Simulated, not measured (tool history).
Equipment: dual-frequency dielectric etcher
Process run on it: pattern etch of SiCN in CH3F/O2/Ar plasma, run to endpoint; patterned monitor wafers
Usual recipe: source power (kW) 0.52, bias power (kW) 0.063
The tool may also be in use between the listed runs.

run,hour,source power (kW),bias power (kW),wafers since the last listed run,hours since the last wet clean,hours since the last source power generator calibration,hours since the last bias power generator calibration,hours since the last upper electrode change,"incoming incoming film thickness, nm",endpoint time (s)
1,0,0.52,0.074,0,37.6,2195.7,3721.4,2601.3,7.57,20.3
2,19,0.52,0.063,407,56.6,2214.7,3740.4,2620.3,7.55,21.3
3,31.3,0.52,0.063,263,68.9,2227,3752.7,2632.6,7.56,21.3
4,52.5,0.52,0.058,454,90.1,2248.2,3773.9,2653.8,7.61,21.9
5,84,0.52,0.058,675,121.6,2279.7,3805.4,2685.3,7.54,21.8
6,102.9,0.52,0.058,405,140.5,2298.6,3824.3,2704.2,7.57,22
7,125.3,0.52,0.063,480,162.9,2321,3846.7,2726.6,7.59,21.4
8,166.1,0.52,0.063,874,203.7,2361.8,3887.5,2767.4,7.54,21.4
9,179.9,0.52,0.063,295,217.5,2375.6,3901.3,2781.2,7.55,21.3
10,206.5,0.52,0.063,570,244.1,2402.2,3927.9,2807.8,7.57,21.7
11,233.6,0.52,0.063,580,271.2,2429.3,3955,2834.9,7.56,21.4
12,252.8,0.61,0.063,411,290.4,2448.5,3974.2,2854.1,7.6,19.7
# hour 278.2: upper electrode replaced
13,281.3,0.52,0.053,96,318.9,2477,4002.7,3.1,7.7,23.1
14,305.6,0.58,0.063,520,343.2,2501.3,4027,27.4,7.58,20.5
15,326.5,0.52,0.054,447,364.1,2522.2,4047.9,48.3,7.62,22.9
16,351.4,0.52,0.054,533,389,2547.1,4072.8,73.2,7.55,22.6
17,368.9,0.58,0.072,375,406.5,2564.6,4090.3,90.7,7.57,19.4
18,383.4,0.52,0.063,310,421,2579.1,4104.8,105.2,7.57,21.7
19,414.4,0.52,0.063,664,452,2610.1,4135.8,136.2,7.54,21.7
# hour 419.7: source power generator calibrated
20,430.9,0.64,0.071,267,468.5,11.2,4152.3,152.7,7.57,18.5
21,443.4,0.52,0.063,267,481,23.7,4164.8,165.2,7.54,21.6
# hour 464.5: bias power generator calibrated
# hour 551.6: wet clean of the chamber
22,552.1,0.64,0.071,1729,0.5,132.4,87.6,273.9,7.58,18.2
23,606.9,0.62,0.063,1174,55.3,187.2,142.4,328.7,7.6,19.2
24,621.1,0.58,0.063,304,69.5,201.4,156.6,342.9,7.58,20.1
25,639,0.52,0.068,383,87.4,219.3,174.5,360.8,7.59,20.9
26,652,0.42,0.051,278,100.4,232.3,187.5,373.8,7.61,26.3
27,680.8,0.52,0.063,617,129.2,261.1,216.3,402.6,7.67,21.5
28,697.8,0.43,0.056,364,146.2,278.1,233.3,419.6,7.63,25
29,720.8,0.59,0.051,492,169.2,301.1,256.3,442.6,7.66,21.4
30,751.4,0.52,0.063,655,199.8,331.7,286.9,473.2,7.63,21.4
31,782,0.47,0.053,655,230.4,362.3,317.5,503.8,7.53,23.9
32,813.9,0.41,0.049,683,262.3,394.2,349.4,535.7,7.67,27.2

For some of the steps in endpoint time (s) from one run to the next: how much would appear even if the tool had no hidden state, given the settings, what came in and random variation, and how much remains for the hidden state plus any gauge scatter that the measured result and the result without hidden state don't share?
The hidden state here: etch rate over this chamber's usual, %; source power that arrives over what is set, %; bias power that arrives over what is set, %.
Run 2 -> 3: no setting changed, nothing entered. endpoint time (s) +0: hidden state -0.1, all else +0.1.
Run 14 -> 15: source power (kW) 0.58 -> 0.52, bias power (kW) 0.063 -> 0.054. endpoint time (s) +2.4: hidden state +0.2, all else +2.2.
Run 21 -> 22: source power (kW) 0.52 -> 0.64, bias power (kW) 0.063 -> 0.071, bias power generator calibrated, wet clean of the chamber. endpoint time (s) -3.4: hidden state -0.4, all else -3.
Run 25 -> 26: source power (kW) 0.52 -> 0.42, bias power (kW) 0.068 -> 0.051. endpoint time (s) +5.4: hidden state +0, all else +5.4.
Run 26 -> 27: source power (kW) 0.42 -> 0.52, bias power (kW) 0.051 -> 0.063. endpoint time (s) -4.8: hidden state +0.1, all else -4.9.
Run 28 -> 29: source power (kW) 0.43 -> 0.59, bias power (kW) 0.056 -> 0.051. endpoint time (s) -3.6: hidden state +0, all else -3.6.
